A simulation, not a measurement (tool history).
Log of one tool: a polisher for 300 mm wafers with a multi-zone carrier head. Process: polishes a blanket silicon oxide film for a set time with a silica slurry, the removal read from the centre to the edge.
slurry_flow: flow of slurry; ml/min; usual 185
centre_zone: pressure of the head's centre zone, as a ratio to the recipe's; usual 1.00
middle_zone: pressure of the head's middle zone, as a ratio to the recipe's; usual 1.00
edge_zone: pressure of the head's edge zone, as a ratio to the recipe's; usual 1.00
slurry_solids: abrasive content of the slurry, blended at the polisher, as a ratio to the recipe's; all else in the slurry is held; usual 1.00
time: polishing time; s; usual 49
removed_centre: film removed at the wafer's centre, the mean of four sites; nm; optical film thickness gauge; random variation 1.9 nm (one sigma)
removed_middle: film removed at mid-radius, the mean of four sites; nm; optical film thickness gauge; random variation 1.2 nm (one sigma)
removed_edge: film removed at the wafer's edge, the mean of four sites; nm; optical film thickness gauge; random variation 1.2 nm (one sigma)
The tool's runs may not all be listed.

| run | day | slurry_flow | centre_zone | middle_zone | edge_zone | slurry_solids | time | incoming thickness of the incoming film, nm | removed_centre | removed_middle | removed_edge |
|---|---|---|---|---|---|---|---|---|---|---|---|
| 1 | 0.000 | 220 | 1.00 | 1.00 | 1.00 | 1.00 | 49 | 1594.2 | 138.9 | 139.7 | 138.9 |
| 2 | 2.942 | 220 | 1.00 | 1.00 | 1.00 | 1.00 | 49 | 1599.3 | 138.2 | 140.0 | 139.2 |
|  | 3.958 | worn pad replaced by a new one |
| 3 | 5.683 | 185 | 1.00 | 1.00 | 1.00 | 1.00 | 49 | 1598.2 | 133.4 | 134.0 | 137.4 |
| 4 | 7.938 | 185 | 1.00 | 1.00 | 1.00 | 1.00 | 49 | 1589.6 | 130.0 | 135.4 | 135.4 |
| 5 | 9.071 | 185 | 1.00 | 1.00 | 1.00 | 1.00 | 49 | 1600.6 | 131.4 | 134.2 | 135.7 |
|  | 11.733 | centre zone pressure recalibrated |
|  | 14.342 | worn pad replaced by a new one |
| 6 | 16.983 | 185 | 1.00 | 1.00 | 1.00 | 1.00 | 49 | 1604.2 | 127.3 | 130.7 | 133.1 |
|  | 18.375 | edge zone pressure recalibrated |
| 7 | 18.704 | 185 | 1.00 | 1.00 | 1.00 | 1.00 | 49 | 1623.7 | 126.8 | 127.5 | 132.9 |
| 8 | 20.258 | 185 | 0.96 | 1.00 | 1.00 | 1.00 | 49 | 1613.8 | 118.2 | 127.4 | 132.2 |
| 9 | 21.658 | 185 | 1.00 | 1.00 | 1.00 | 1.00 | 49 | 1602.1 | 123.3 | 127.0 | 130.6 |
|  | 22.683 | slurry nozzle cleaned |
| 10 | 23.988 | 185 | 1.00 | 1.00 | 1.00 | 1.00 | 49 | 1593.2 | 133.2 | 135.6 | 136.5 |
|  | 25.817 | worn pad replaced by a new one |
| 11 | 26.229 | 185 | 1.00 | 1.00 | 1.04 | 1.00 | 57 | 1606.0 | 151.9 | 158.6 | 161.8 |
| 12 | 27.275 | 185 | 1.00 | 1.05 | 1.00 | 1.00 | 49 | 1584.6 | 134.7 | 139.9 | 137.2 |
|  | 28.062 | carrier head's membrane replaced by a new one |
| 13 | 28.867 | 185 | 1.00 | 1.00 | 1.00 | 1.00 | 49 | 1625.1 | 134.4 | 133.6 | 136.1 |
|  | 31.300 | centre zone pressure recalibrated |
|  | 35.725 | worn pad replaced by a new one |
| 14 | 35.779 | 145 | 0.95 | 1.00 | 1.00 | 1.00 | 49 | 1629.4 | 120.4 | 128.3 | 132.1 |
| 15 | 36.829 | 185 | 1.05 | 0.88 | 1.00 | 0.80 | 49 | 1610.1 | 125.1 | 109.4 | 121.8 |
| 16 | 38.325 | 125 | 1.00 | 1.05 | 1.11 | 1.00 | 54 | 1595.8 | 136.2 | 142.2 | 149.7 |
| 17 | 40.104 | 185 | 0.90 | 1.00 | 1.00 | 1.00 | 49 | 1573.2 | 117.2 | 131.4 | 133.7 |
| 18 | 42.196 | 135 | 1.00 | 1.00 | 0.91 | 1.00 | 57 | 1581.1 | 141.8 | 143.5 | 144.6 |
| 19 | 43.996 | 185 | 1.00 | 1.00 | 1.00 | 1.00 | 49 | 1584.9 | 129.6 | 130.1 | 133.5 |
|  | 45.792 | worn pad replaced by a new one |
| 20 | 45.917 | 185 | 1.00 | 1.00 | 1.00 | 1.00 | 49 | 1589.0 | 127.6 | 129.2 | 131.4 |

Forecast each of these 5 alternatives for the next run:
| A | 45.933 | 185 | 1.00 | 1.00 | 1.00 | 0.80 | 49 | 1613.5 | ? | ? | ? |
| B | 45.933 | 160 | 1.00 | 1.00 | 0.95 | 1.00 | 49 | 1613.5 | ? | ? | ? |
| C | 45.933 | 240 | 0.89 | 1.00 | 1.00 | 0.75 | 49 | 1613.5 | ? | ? | ? |
| D | 45.933 | 185 | 1.00 | 1.00 | 1.08 | 1.00 | 49 | 1613.5 | ? | ? | ? |
| E | 45.933 | 185 | 1.00 | 1.00 | 1.00 | 1.00 | 43 | 1613.5 | ? | ? | ? |

| run | removed_centre | removed_middle | removed_edge |
|---|---|---|---|
| A | 114.3 | 115.0 | 119.0 |
| B | 123.8 | 124.9 | 127.6 |
| C | 102.9 | 115.9 | 118.5 |
| D | 127.4 | 128.1 | 136.9 |
| E | 111.8 | 112.4 | 116.3 |
Without the tool's hidden state the same runs would have given:
| run | removed_centre | removed_middle | removed_edge |
|---|---|---|---|
| A | 122.4 | 122.2 | 124.4 |
| B | 133.6 | 133.7 | 133.9 |
| C | 108.8 | 121.8 | 122.9 |
| D | 136.4 | 136.1 | 143.1 |
| E | 119.7 | 119.5 | 121.6 |

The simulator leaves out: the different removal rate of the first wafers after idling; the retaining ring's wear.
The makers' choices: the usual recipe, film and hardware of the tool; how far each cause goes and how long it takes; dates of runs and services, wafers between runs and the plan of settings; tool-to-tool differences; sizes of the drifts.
